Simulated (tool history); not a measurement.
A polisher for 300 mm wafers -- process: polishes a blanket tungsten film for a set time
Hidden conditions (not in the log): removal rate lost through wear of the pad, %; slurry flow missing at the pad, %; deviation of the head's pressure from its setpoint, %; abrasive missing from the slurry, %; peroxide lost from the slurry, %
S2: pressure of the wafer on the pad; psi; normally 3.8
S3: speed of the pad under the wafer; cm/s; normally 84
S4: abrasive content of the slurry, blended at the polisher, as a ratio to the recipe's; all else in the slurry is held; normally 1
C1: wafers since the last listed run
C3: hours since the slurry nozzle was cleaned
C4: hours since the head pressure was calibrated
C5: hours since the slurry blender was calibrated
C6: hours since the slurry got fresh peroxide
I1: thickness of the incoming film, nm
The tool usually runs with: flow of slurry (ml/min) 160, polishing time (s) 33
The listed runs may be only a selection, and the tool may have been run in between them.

Run 1, hour 0: usual settings; C1 0; wafers polished on this pad 495; C3 92.9; C4 283.8; C5 189.2; C6 10.1; I1 650.3. Result: film removed (angstrom) 1112.
Run 2, hour 27.8: usual settings; C1 270; wafers polished on this pad 766; C3 120.7; C4 311.6; C5 217; C6 37.9; I1 643.7. Result: film removed (angstrom) 1120.
Run 3, hour 67.2: usual settings; C1 384; wafers polished on this pad 1150; C3 160.1; C4 351; C5 256.4; C6 77.3; I1 637.9. Result: film removed (angstrom) 1146.
At hour 82.1: slurry blender recalibrated.
Run 4, hour 97.9: usual settings; C1 279; wafers polished on this pad 1430; C3 190.8; C4 381.7; C5 15.8; C6 108; I1 652. Result: film removed (angstrom) 1114.
Run 5, hour 153.8: usual settings; C1 544; wafers polished on this pad 1974; C3 246.7; C4 437.6; C5 71.7; C6 163.9; I1 636.3. Result: film removed (angstrom) 1110.
At hour 163: slurry nozzle cleaned.
At hour 201.3: worn pad replaced by a new one.
At hour 222.8: slurry tank refilled with fresh slurry and peroxide.
At hour 328.5: slurry blender recalibrated.
Run 6, hour 341.4: usual settings; C1 1750; wafers polished on this pad 1336; C3 178.4; C4 625.2; C5 12.9; C6 118.6; I1 647.2. Result: film removed (angstrom) 1091.
Run 7, hour 394.9: usual settings; C1 521; wafers polished on this pad 1857; C3 231.9; C4 678.7; C5 66.4; C6 172.1; I1 638.3. Result: film removed (angstrom) 1076.
At hour 455.1: slurry tank refilled with fresh slurry and peroxide.
Run 8, hour 463: usual settings; C1 654; wafers polished on this pad 2512; C3 300; C4 746.8; C5 134.5; C6 7.9; I1 642.5. Result: film removed (angstrom) 1065.
At hour 484: worn pad replaced by a new one.
At hour 494.8: slurry nozzle cleaned.
Run 9, hour 530.7: usual settings; C1 611; wafers polished on this pad 445; C3 35.9; C4 814.5; C5 202.2; C6 75.6; I1 634.5. Result: film removed (angstrom) 1062.
At hour 572.9: slurry blender recalibrated.
Run 10, hour 585.9: usual settings but flow of slurry (ml/min) 130, S2 3 psi; C1 518; wafers polished on this pad 963; C3 91.1; C4 869.7; C5 13; C6 130.8; I1 652.6. Result: film removed (angstrom) 792.
At hour 602.8: head pressure recalibrated.
Run 11, hour 632.7: usual settings but flow of slurry (ml/min) 130, S2 3 psi; C1 436; wafers polished on this pad 1400; C3 137.9; C4 29.9; C5 59.8; C6 177.6; I1 641.1. Result: film removed (angstrom) 728.
At hour 692.4: slurry tank refilled with fresh slurry and peroxide.
Run 12, hour 692.9: usual settings but S2 2.7 psi, S3 112 cm/s; C1 577; wafers polished on this pad 1977; C3 198.1; C4 90.1; C5 120; C6 0.5; I1 640.2. Result: film removed (angstrom) 910.
Run 13, hour 724.1: usual settings but flow of slurry (ml/min) 200, S3 96 cm/s, polishing time (s) 41; C1 304; wafers polished on this pad 2281; C3 229.3; C4 121.3; C5 151.2; C6 31.7; I1 639. Result: film removed (angstrom) 1406.
At hour 760.3: worn pad replaced by a new one.
Run 14, hour 760.8: usual settings but flow of slurry (ml/min) 135, S4 1.25, polishing time (s) 23; C1 318; wafers polished on this pad 4; C3 266; C4 158; C5 187.9; C6 68.4; I1 640.5. Result: film removed (angstrom) 675.
At hour 789.1: head pressure recalibrated, repeated, since the last time left the tool worse.
At hour 799.3: slurry nozzle cleaned.
Run 15, hour 818: usual settings but flow of slurry (ml/min) 115, S2 4.8 psi, S3 100 cm/s, polishing time (s) 38; C1 528; wafers polished on this pad 532; C3 18.7; C4 28.9; C5 245.1; C6 125.6; I1 652.1. Result: film removed (angstrom) 1894.
Run 16, hour 847: usual settings but S2 5 psi; C1 282; wafers polished on this pad 815; C3 47.7; C4 57.9; C5 274.1; C6 154.6; I1 640. Result: film removed (angstrom) 1494.
At hour 849.9: slurry blender recalibrated.
Run 17, hour 912.6: usual settings but flow of slurry (ml/min) 125; C1 619; wafers polished on this pad 1435; C3 113.3; C4 123.5; C5 62.7; C6 220.2; I1 639.9. Result: film removed (angstrom) 1085.
At hour 919.2: slurry tank refilled with fresh slurry and peroxide.
Run 18, hour 973.4: usual settings; C1 582; wafers polished on this pad 2018; C3 174.1; C4 184.3; C5 123.5; C6 54.2; I1 648.5. Result: film removed (angstrom) 1151.
At hour 979.3: worn pad replaced by a new one.
Run 19, hour 1009.6: usual settings but S2 4.2 psi; C1 313; wafers polished on this pad 295; C3 210.3; C4 220.5; C5 159.7; C6 90.4; I1 650.1. Result: film removed (angstrom) 1229.
At hour 1072.3: slurry blender recalibrated.
Run 20, hour 1072.8: usual settings; C1 596; wafers polished on this pad 892; C3 273.5; C4 283.7; C5 0.5; C6 153.6; I1 646.4. Result: film removed (angstrom) 1140.
At hour 1105: slurry nozzle cleaned.
Run 21, hour 1135.2: usual settings but S2 3.3 psi, S3 72 cm/s, polishing time (s) 28; C1 598; wafers polished on this pad 1490; C3 30.2; C4 346.1; C5 62.9; C6 216; I1 638.9. Result: film removed (angstrom) 703.
Run 22, hour 1177.8: usual settings but flow of slurry (ml/min) 190, polishing time (s) 27; C1 415; wafers polished on this pad 1905; C3 72.8; C4 388.7; C5 105.5; C6 258.6; I1 632. Result: film removed (angstrom) 947.
At hour 1197.6: slurry tank refilled with fresh slurry and peroxide.
At hour 1227.9: worn pad replaced by a new one.
Run 23, hour 1245.9: usual settings but S2 2.9 psi, S3 96 cm/s, polishing time (s) 43; C1 615; wafers polished on this pad 174; C3 140.9; C4 456.8; C5 173.6; C6 48.3; I1 642.8. Result: film removed (angstrom) 1261.

The tool's hidden state at each run:
removal rate lost through wear of the pad, %: 0 on each run
slurry flow missing at the pad, %: 0 on each run
abrasive missing from the slurry, %: 0 on each run
peroxide lost from the slurry, %: 0 on each run
H1: deviation of the head's pressure from its setpoint, %
run      H1
  1  -0.133
  2  -0.322
  3  -0.621
  4  -0.879
  5    -1.4
  6   -3.69
  7   -4.49
  8    -5.6
  9   -6.81
 10   -7.88
 11   -15.2
 12   -15.3
 13   -15.4
 14   -15.5
 15   0.723
 16   0.694
 17   0.558
 18   0.343
 19   0.176
 20   -0.19
 21   -0.64
 22  -0.999
 23   -1.66
